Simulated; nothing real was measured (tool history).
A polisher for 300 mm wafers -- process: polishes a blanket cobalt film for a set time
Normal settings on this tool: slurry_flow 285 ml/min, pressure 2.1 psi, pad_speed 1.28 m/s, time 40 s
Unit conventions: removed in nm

run	hour	slurry_flow	pressure	pad_speed	time	incoming thickness of the incoming film, nm	removed
1	0.0	285	2.1	1.28	40	909.8	227.2
# hour 58.4: slurry nozzle cleaned
2	63.9	285	2.1	1.28	40	904.0	216.5
# hour 109.5: worn pad replaced by a new one
3	133.7	285	2.1	1.28	40	928.0	231.3
4	313.3	285	2.1	1.42	40	904.6	227.3
# hour 358.5: worn pad replaced by a new one
# hour 425.7: slurry nozzle cleaned
5	437.1	285	2.1	1.42	40	928.1	243.0
6	507.6	285	2.1	1.42	40	909.6	232.4
7	562.1	285	2.1	1.28	40	915.8	207.4
8	593.1	285	2.1	1.28	40	906.0	212.2
# hour 639.4: worn pad replaced by a new one
9	639.9	285	2.1	1.28	40	910.0	234.5
10	669.4	285	2.1	1.28	40	932.9	228.8
11	727.6	285	1.4	1.62	40	925.2	179.3
# hour 747.6: slurry nozzle cleaned
12	766.7	190	2.1	1.06	40	923.1	174.0
# hour 813.7: head pressure recalibrated
13	830.8	285	1.4	0.94	36	918.4	111.1
14	884.9	285	1.9	1.28	40	899.9	199.8
# hour 929.7: worn pad replaced by a new one
15	983.1	285	2.1	1.28	40	936.1	233.7
16	1032.1	285	2.1	1.42	27	922.9	163.5
# hour 1076.8: slurry nozzle cleaned
17	1081.9	285	2.1	1.28	40	920.9	215.5
18	1121.4	285	2.1	0.90	40	924.3	163.1
# hour 1148.5: worn pad replaced by a new one
19	1178.5	285	2.1	1.28	40	930.8	238.3
20	1215.1	285	2.1	1.42	40	923.1	244.8
21	1285.2	285	2.1	1.68	40	910.7	271.7

What if the next run were any one of these 5? Each begins from the tool's condition after run 21:
A	1285.6	285	2.1	1.28	40	916.3	?
B	1285.6	285	2.6	1.56	40	916.3	?
C	1285.6	215	2.1	1.28	50	916.3	?
D	1285.6	285	2.1	1.60	29	916.3	?
E	1285.6	245	1.5	1.28	40	916.3	?

run	removed
A	219.8
B	316.9
C	265.4
D	191.2
E	157.1
Without the tool's hidden state the same runs would have given:
run	removed
A	256.5
B	369.8
C	309.7
D	223.1
E	183.4
